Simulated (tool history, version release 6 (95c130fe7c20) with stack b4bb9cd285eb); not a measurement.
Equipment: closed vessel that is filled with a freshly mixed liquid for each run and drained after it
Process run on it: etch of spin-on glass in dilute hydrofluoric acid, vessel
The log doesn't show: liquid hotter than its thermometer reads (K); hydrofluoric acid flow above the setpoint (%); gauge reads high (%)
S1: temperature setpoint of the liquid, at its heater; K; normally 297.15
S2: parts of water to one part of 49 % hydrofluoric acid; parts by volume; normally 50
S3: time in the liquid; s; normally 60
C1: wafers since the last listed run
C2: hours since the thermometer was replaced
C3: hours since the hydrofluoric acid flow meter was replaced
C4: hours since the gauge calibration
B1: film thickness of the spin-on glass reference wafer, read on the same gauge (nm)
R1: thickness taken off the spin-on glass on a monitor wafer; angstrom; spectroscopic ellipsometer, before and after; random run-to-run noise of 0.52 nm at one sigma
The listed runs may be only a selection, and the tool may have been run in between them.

run,day,S1,S2,S3,C1,C2,C3,C4,B1,R1
1,0.000,299.65,50,60,0,721.3,553.4,603.3,120.00,798.1
2,0.929,299.65,50,60,3231,743.6,575.7,625.6,119.97,805.0
3,1.496,300.15,50,80,1970,757.2,589.3,639.2,119.96,1101.9
# day 2.442: hydrofluoric acid flow meter replaced
4,2.821,300.15,50,80,4462,789.0,9.1,671.0,119.99,982.4
5,3.621,297.15,50,60,2781,808.2,28.3,690.2,120.02,650.4
6,5.067,294.15,50,60,5027,842.9,63.0,724.9,120.02,579.7
7,6.117,294.15,50,60,3651,868.1,88.2,750.1,120.01,588.3
8,8.371,299.65,45,60,7838,922.2,142.3,804.2,120.02,841.8
9,9.258,299.65,45,60,3086,943.5,163.6,825.5,120.03,845.1
10,10.588,297.15,50,60,4622,975.4,195.5,857.4,120.00,692.9
# day 11.483: thermometer replaced
11,11.975,297.15,50,60,4679,11.8,228.8,890.7,120.00,632.3
12,13.200,297.15,50,60,4259,41.2,258.2,920.1,119.97,620.2
13,14.242,297.15,50,60,3622,66.2,283.2,945.1,120.01,640.3
14,14.821,297.15,50,60,2013,80.1,297.1,959.0,119.99,641.1
# day 15.033: gauge calibrated
15,16.071,297.15,60,60,4346,110.1,327.1,24.9,119.99,531.9
16,17.050,297.15,60,60,3404,133.6,350.6,48.4,120.00,531.6
17,18.379,297.15,50,60,4622,165.5,382.5,80.3,120.00,660.9
18,19.379,297.15,65,60,3477,189.5,406.5,104.3,120.01,502.9
19,21.112,297.15,50,60,6027,231.1,448.1,145.9,120.02,676.8
20,22.033,297.15,60,45,3202,253.2,470.2,168.0,120.03,415.0
21,22.917,293.15,30,30,3071,274.4,491.4,189.2,119.97,491.7
# day 23.271: hydrofluoric acid flow meter replaced
22,24.329,295.15,25,40,4766,308.3,25.4,223.1,120.00,791.0
23,25.379,299.15,40,90,3651,333.5,50.6,248.3,120.00,1298.3
24,26.108,297.15,50,75,2535,351.0,68.1,265.8,120.01,795.9
25,29.996,292.65,75,50,13518,444.3,161.4,359.1,119.98,293.1
26,31.175,295.65,65,85,4100,472.6,189.7,387.4,119.97,667.4
27,32.546,297.15,50,60,4766,505.5,222.6,420.3,119.98,654.1
28,33.354,297.15,35,30,2810,524.9,242.0,439.7,120.01,487.9
29,34.417,297.15,50,60,3694,550.4,267.5,465.2,119.95,685.1
30,35.121,297.15,65,30,2448,567.3,284.4,482.1,119.97,258.1
31,36.467,297.15,50,60,4679,599.6,316.7,514.4,120.03,674.2
32,37.154,292.65,75,50,2390,616.1,333.2,530.9,119.96,306.1
33,37.754,297.15,40,60,2086,630.5,347.6,545.3,120.01,869.2

Each row is a separate what-if for the run after 33, all from the same tool condition, not one after another. Results?
A,37.783,297.15,50,30,101,631.2,348.3,546.0,?,?
B,37.783,297.15,50,90,101,631.2,348.3,546.0,?,?
C,37.783,294.65,40,60,101,631.2,348.3,546.0,?,?
D,37.783,294.15,30,85,101,631.2,348.3,546.0,?,?
E,37.783,295.65,65,70,101,631.2,348.3,546.0,?,?

run,B1,R1
A,119.98,345.2
B,119.98,1035.5
C,119.98,788.2
D,119.98,1475.6
E,119.98,572.0
What these runs would have given with no unlogged condition in the tool:
run,R1
A,295.9
B,887.8
C,675.2
D,1264.3
E,489.8
